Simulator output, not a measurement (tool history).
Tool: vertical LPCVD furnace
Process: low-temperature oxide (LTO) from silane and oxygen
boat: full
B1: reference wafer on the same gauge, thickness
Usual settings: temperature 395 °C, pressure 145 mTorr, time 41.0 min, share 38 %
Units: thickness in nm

run 1 hour=0.0 | temperature=395 pressure=145 time=41.0 share=38 | B1=193.14 | thickness=207.94
run 2 hour=66.6 | temperature=395 pressure=145 time=41.0 share=38 | B1=193.07 | thickness=210.25
run 3 hour=146.6 | temperature=395 pressure=145 time=41.0 share=36 | B1=193.00 | thickness=197.40
run 4 hour=186.3 | temperature=395 pressure=145 time=41.0 share=36 | B1=192.74 | thickness=195.88
run 5 hour=292.3 | temperature=395 pressure=145 time=41.0 share=38 | B1=193.05 | thickness=210.67
run 6 hour=331.1 | temperature=395 pressure=145 time=41.0 share=38 | B1=193.15 | thickness=209.38
run 7 hour=369.8 | temperature=395 pressure=145 time=41.0 share=38 | B1=193.38 | thickness=209.82
run 8 hour=444.0 | temperature=395 pressure=145 time=41.0 share=38 | B1=193.03 | thickness=210.19
run 9 hour=572.2 | temperature=395 pressure=145 time=41.0 share=38 | B1=192.78 | thickness=210.12
-- hour=584.2 gauge calibrated
run 10 hour=618.0 | temperature=405 pressure=175 time=41.0 share=32 | B1=193.48 | thickness=228.87
run 11 hour=706.7 | temperature=395 pressure=145 time=25.0 share=42 | B1=193.38 | thickness=145.20
run 12 hour=752.1 | temperature=395 pressure=145 time=56.0 share=31 | B1=192.64 | thickness=217.24
run 13 hour=827.1 | temperature=395 pressure=145 time=41.0 share=38 | B1=192.63 | thickness=213.27
run 14 hour=874.8 | temperature=385 pressure=115 time=35.5 share=38 | B1=192.43 | thickness=129.44
run 15 hour=929.1 | temperature=384 pressure=115 time=41.0 share=31 | B1=192.98 | thickness=111.94
run 16 hour=969.6 | temperature=395 pressure=145 time=41.0 share=38 | B1=193.22 | thickness=210.33
run 17 hour=1009.3 | temperature=395 pressure=145 time=41.0 share=38 | B1=193.44 | thickness=210.34
-- hour=1235.9 pressure gauge zeroed
run 18 hour=1331.2 | temperature=395 pressure=145 time=41.0 share=38 | B1=192.79 | thickness=216.68
-- hour=1362.9 thermocouples replaced and temperature profile calibrated
run 19 hour=1374.9 | temperature=385 pressure=130 time=41.0 share=38 | B1=192.84 | thickness=173.75
-- hour=1461.4 silane flow controller replaced
run 20 hour=1475.4 | temperature=400 pressure=145 time=41.0 share=36 | B1=192.91 | thickness=214.19
run 21 hour=1520.4 | temperature=395 pressure=145 time=41.0 share=38 | B1=193.03 | thickness=218.35
run 22 hour=1586.1 | temperature=391 pressure=145 time=26.5 share=38 | B1=192.78 | thickness=133.98
run 23 hour=1637.6 | temperature=395 pressure=145 time=54.0 share=42 | B1=193.17 | thickness=324.52
run 24 hour=1721.8 | temperature=395 pressure=145 time=41.0 share=31 | B1=193.29 | thickness=165.09
run 25 hour=1779.7 | temperature=395 pressure=145 time=41.0 share=38 | B1=193.03 | thickness=217.44
-- hour=1863.7 pressure gauge zeroed, repeated, since the last time left the tool worse
run 26 hour=1864.2 | temperature=395 pressure=110 time=46.5 share=38 | B1=192.55 | thickness=175.42
run 27 hour=1896.7 | temperature=395 pressure=145 time=41.0 share=44 | B1=192.77 | thickness=243.67
run 28 hour=1966.0 | temperature=395 pressure=145 time=41.0 share=38 | B1=192.99 | thickness=206.32
run 29 hour=2042.7 | temperature=395 pressure=125 time=41.0 share=38 | B1=192.98 | thickness=178.09
run 30 hour=2085.3 | temperature=395 pressure=145 time=41.0 share=33 | B1=192.87 | thickness=170.18
run 31 hour=2387.2 | temperature=389 pressure=145 time=36.5 share=38 | B1=192.79 | thickness=172.82
run 32 hour=2424.2 | temperature=395 pressure=145 time=33.5 share=38 | B1=193.05 | thickness=170.71

Forecast each of these 3 alternatives for the next run:
run A hour=2428.9 | temperature=395 pressure=145 time=47.0 share=38 | B1=? | thickness=?
run B hour=2428.9 | temperature=403 pressure=110 time=30.0 share=38 | B1=? | thickness=?
run C hour=2428.9 | temperature=395 pressure=165 time=25.0 share=33 | B1=? | thickness=?

run=A B1=193.40 thickness=237.82
run=B B1=193.40 thickness=126.02
run=C B1=193.40 thickness=119.17
Without the tool's hidden state the same runs would have given:
run=A thickness=237.68
run=B thickness=125.93
run=C thickness=119.11

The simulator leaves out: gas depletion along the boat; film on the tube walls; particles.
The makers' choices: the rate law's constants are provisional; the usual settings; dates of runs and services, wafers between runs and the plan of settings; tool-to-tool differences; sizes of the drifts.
